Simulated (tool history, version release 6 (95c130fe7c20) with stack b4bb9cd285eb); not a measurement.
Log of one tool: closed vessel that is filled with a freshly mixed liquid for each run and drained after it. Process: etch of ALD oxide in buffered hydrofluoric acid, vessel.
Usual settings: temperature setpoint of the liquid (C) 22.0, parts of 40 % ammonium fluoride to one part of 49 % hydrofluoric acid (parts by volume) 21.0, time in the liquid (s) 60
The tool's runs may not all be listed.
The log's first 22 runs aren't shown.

| run | hour | temperature setpoint of the liquid (C) | parts of 40 % ammonium fluoride to one part of 49 % hydrofluoric acid (parts by volume) | time in the liquid (s) | read-back film thickness of the ALD oxide reference wafer, read on the same gauge (nm) | thickness taken off the ALD oxide on a monitor wafer (Å) |
|---|---|---|---|---|---|---|
|  | 1074.6 | hydrofluoric acid flow meter replaced |
| 23 | 1137.0 | 22.0 | 14.0 | 60 | 71.08 | 525.4 |
| 24 | 1162.0 | 24.5 | 13.0 | 40 | 71.15 | 432.0 |
| 25 | 1353.2 | 17.5 | 27.0 | 30 | 71.33 | 117.8 |
| 26 | 1382.2 | 22.0 | 21.0 | 60 | 71.32 | 357.5 |
| 27 | 1406.3 | 18.0 | 14.5 | 90 | 71.37 | 610.7 |
| 28 | 1477.2 | 22.0 | 21.0 | 60 | 71.33 | 359.1 |
| 29 | 1519.1 | 20.0 | 15.5 | 30 | 71.37 | 213.7 |
| 30 | 1575.5 | 23.5 | 13.5 | 90 | 71.38 | 887.8 |

Forecast each of these 4 alternatives for the next run:
| A | 1576.2 | 22.0 | 15.0 | 60 | ? | ? |
| B | 1576.2 | 22.0 | 27.5 | 45 | ? | ? |
| C | 1576.2 | 19.5 | 13.5 | 60 | ? | ? |
| D | 1576.2 | 19.5 | 15.0 | 85 | ? | ? |

| run | read-back film thickness of the ALD oxide reference wafer, read on the same gauge (nm) | thickness taken off the ALD oxide on a monitor wafer (Å) |
|---|---|---|
| A | 71.39 | 491.7 |
| B | 71.39 | 222.9 |
| C | 71.39 | 474.3 |
| D | 71.39 | 605.8 |
Without the tool's hidden state the same runs would have given:
| run | thickness taken off the ALD oxide on a monitor wafer (Å) |
|---|---|
| A | 482.1 |
| B | 218.6 |
| C | 465.1 |
| D | 594.0 |
